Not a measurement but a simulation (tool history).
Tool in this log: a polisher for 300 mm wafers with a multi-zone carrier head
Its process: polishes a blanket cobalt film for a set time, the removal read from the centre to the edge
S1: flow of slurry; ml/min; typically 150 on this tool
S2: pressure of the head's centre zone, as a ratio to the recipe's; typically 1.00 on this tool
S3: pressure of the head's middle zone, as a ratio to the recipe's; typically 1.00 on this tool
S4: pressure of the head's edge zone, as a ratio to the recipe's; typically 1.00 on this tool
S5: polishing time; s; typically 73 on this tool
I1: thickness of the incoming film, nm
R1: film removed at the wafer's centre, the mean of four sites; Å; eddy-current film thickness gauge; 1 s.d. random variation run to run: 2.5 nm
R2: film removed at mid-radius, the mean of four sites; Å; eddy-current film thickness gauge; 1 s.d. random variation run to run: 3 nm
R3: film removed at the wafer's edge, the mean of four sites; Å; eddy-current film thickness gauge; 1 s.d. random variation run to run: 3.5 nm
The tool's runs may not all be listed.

run	hour	S1	S2	S3	S4	S5	I1	R1	R2	R3
1	0.0	150	0.93	1.00	1.00	73	1624.9	1847	2308	2230
# hour 17.5: worn pad replaced by a new one
2	18.0	150	0.93	1.00	1.00	73	1584.1	2032	2463	2407
3	25.8	150	0.93	1.00	1.00	73	1619.3	1954	2472	2400
4	32.5	150	1.00	1.00	1.00	73	1600.7	2103	2406	2346
# hour 39.8: slurry nozzle cleaned
5	40.3	140	1.00	1.00	1.00	53	1589.5	1487	1678	1664
# hour 47.9: carrier head's membrane replaced by a new one
6	54.4	150	1.00	1.00	1.00	73	1609.9	2021	2355	2287
7	67.3	150	1.00	1.00	1.00	73	1604.3	2024	2296	2219
8	76.0	150	1.04	1.00	1.00	89	1596.5	2488	2826	2727
# hour 100.3: worn pad replaced by a new one
# hour 102.6: centre zone pressure recalibrated
9	103.1	150	1.05	1.04	1.00	73	1593.1	2497	2510	2472
# hour 105.6: edge zone pressure recalibrated
10	114.3	190	0.89	1.00	1.06	95	1597.8	2833	3279	3289
11	132.1	185	1.00	1.00	1.04	93	1605.3	2988	3090	3139
12	147.8	150	1.05	1.00	1.00	73	1580.3	2307	2321	2313
13	161.7	150	1.00	1.00	1.00	59	1601.6	1789	1865	1801
14	176.9	150	1.00	1.00	1.00	73	1581.4	2156	2257	2220
# hour 185.9: worn pad replaced by a new one
15	193.7	150	1.00	1.00	1.00	73	1593.2	2359	2437	2408
16	200.5	150	1.00	1.00	1.00	73	1578.5	2304	2394	2450
17	207.8	115	1.04	0.97	1.00	65	1586.6	1924	1888	2028
18	215.6	135	1.00	1.00	1.00	73	1567.3	2198	2239	2277
19	230.4	150	1.00	1.00	1.00	66	1594.1	1980	2058	2113
20	242.0	165	1.00	1.00	0.93	94	1623.3	2832	2935	2885
# hour 244.7: slurry nozzle cleaned
21	248.5	180	1.00	1.00	0.97	73	1588.3	2248	2351	2261
22	257.7	150	1.00	1.00	1.00	73	1609.2	2153	2261	2188
23	274.9	150	1.00	0.90	1.00	73	1605.2	2157	2065	2167

Branching from run 23: 3 alternative next runs. What would each branch give?
A	275.4	150	0.89	1.00	1.00	73	1582.4	?	?	?
B	275.4	150	0.94	0.89	0.91	59	1582.4	?	?	?
C	275.4	150	1.00	1.07	1.10	73	1582.4	?	?	?

run	R1	R2	R3
A	1957	2226	2260
B	1662	1632	1754
C	2181	2356	2361
What these runs would have given with no unlogged condition in the tool:
run	R1	R2	R3
A	2209	2476	2514
B	1876	1815	1951
C	2461	2621	2626

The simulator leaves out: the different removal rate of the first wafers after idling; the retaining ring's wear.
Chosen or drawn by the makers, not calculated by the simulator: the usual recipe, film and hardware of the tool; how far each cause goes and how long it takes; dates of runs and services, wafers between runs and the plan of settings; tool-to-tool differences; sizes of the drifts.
